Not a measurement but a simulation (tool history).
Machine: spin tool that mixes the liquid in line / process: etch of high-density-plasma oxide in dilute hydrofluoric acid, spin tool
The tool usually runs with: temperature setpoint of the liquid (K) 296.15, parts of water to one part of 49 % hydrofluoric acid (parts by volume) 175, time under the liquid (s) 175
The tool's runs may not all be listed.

run	hour	temperature setpoint of the liquid (K)	parts of water to one part of 49 % hydrofluoric acid (parts by volume)	time under the liquid (s)	wafers since the last listed run	hours since the thermometer was replaced	hours since the hydrofluoric acid flow meter was replaced	hours since the gauge calibration	read-back film thickness of the high-density-plasma oxide reference wafer, read on the same gauge (nm)	thickness taken off the high-density-plasma oxide on a monitor wafer (angstrom)
1	0.0	298.65	175	175	0	1867.8	1610.7	373.1	129.98	84.5
2	58.5	298.65	175	175	310	1926.3	1669.2	431.6	129.98	84.0
# hour 87.9: gauge calibrated
3	91.5	298.65	175	175	175	1959.3	1702.2	3.6	129.98	84.1
4	129.5	296.15	175	115	201	1997.3	1740.2	41.6	130.01	50.2
5	166.7	296.15	175	115	197	2034.5	1777.4	78.8	130.02	50.1
6	220.8	296.15	175	115	287	2088.6	1831.5	132.9	130.04	50.5
7	246.9	296.15	175	175	138	2114.7	1857.6	159.0	129.98	76.4
8	298.4	296.15	175	140	273	2166.2	1909.1	210.5	130.01	60.6
9	327.0	296.15	175	175	152	2194.8	1937.7	239.1	129.98	76.3
10	373.8	296.15	175	175	248	2241.6	1984.5	285.9	129.97	75.6
11	407.3	299.15	130	175	178	2275.1	2018.0	319.4	130.02	119.4
12	450.9	296.15	200	240	231	2318.7	2061.6	363.0	129.99	88.4
13	516.4	296.15	175	175	348	2384.2	2127.1	428.5	129.96	76.1
14	556.1	296.15	175	175	211	2423.9	2166.8	468.2	130.03	75.0
# hour 575.2: gauge calibrated
15	622.9	294.65	175	235	355	2490.7	2233.6	47.7	130.02	96.4
# hour 653.9: hydrofluoric acid flow meter replaced
# hour 665.8: thermometer replaced
16	688.1	291.15	175	80	335	22.3	34.2	112.9	130.01	30.4
17	715.1	296.15	100	175	143	49.3	61.2	139.9	129.97	154.4
18	780.8	296.15	175	175	349	115.0	126.9	205.6	130.00	81.9
19	837.1	300.15	205	70	299	171.3	183.2	261.9	129.98	30.9
20	888.0	293.65	175	175	270	222.2	234.1	312.8	130.00	73.1
21	928.3	292.15	125	230	214	262.5	274.4	353.1	130.00	132.3

Below, some changes in thickness taken off the high-density-plasma oxide on a monitor wafer (angstrom) between adjacent runs. For each, the amount present without the hidden state too (settings, incoming material, random variation) and the amount remaining for the hidden state with gauge scatter not shared by both compared results:
Hidden state at play: liquid colder than its thermometer reads (K); hydrofluoric acid flow below the setpoint (%); gauge reads high (%).
Run 10 -> 11: temperature setpoint of the liquid (K) 296.15 -> 299.15, parts of water to one part of 49 % hydrofluoric acid (parts by volume) 175 -> 130. thickness taken off the high-density-plasma oxide on a monitor wafer (angstrom) +43.8: hidden state -3.3, all else +47.1.
Run 15 -> 16: temperature setpoint of the liquid (K) 294.65 -> 291.15, time under the liquid (s) 235 -> 80, hydrofluoric acid flow meter replaced, thermometer replaced. thickness taken off the high-density-plasma oxide on a monitor wafer (angstrom) -66.0: hidden state +8.5, all else -74.5.
Run 16 -> 17: temperature setpoint of the liquid (K) 291.15 -> 296.15, parts of water to one part of 49 % hydrofluoric acid (parts by volume) 175 -> 100, time under the liquid (s) 80 -> 175. thickness taken off the high-density-plasma oxide on a monitor wafer (angstrom) +124.0: hidden state -0.5, all else +124.5.
Run 17 -> 18: parts of water to one part of 49 % hydrofluoric acid (parts by volume) 100 -> 175. thickness taken off the high-density-plasma oxide on a monitor wafer (angstrom) -72.5: hidden state +0.0, all else -72.5.
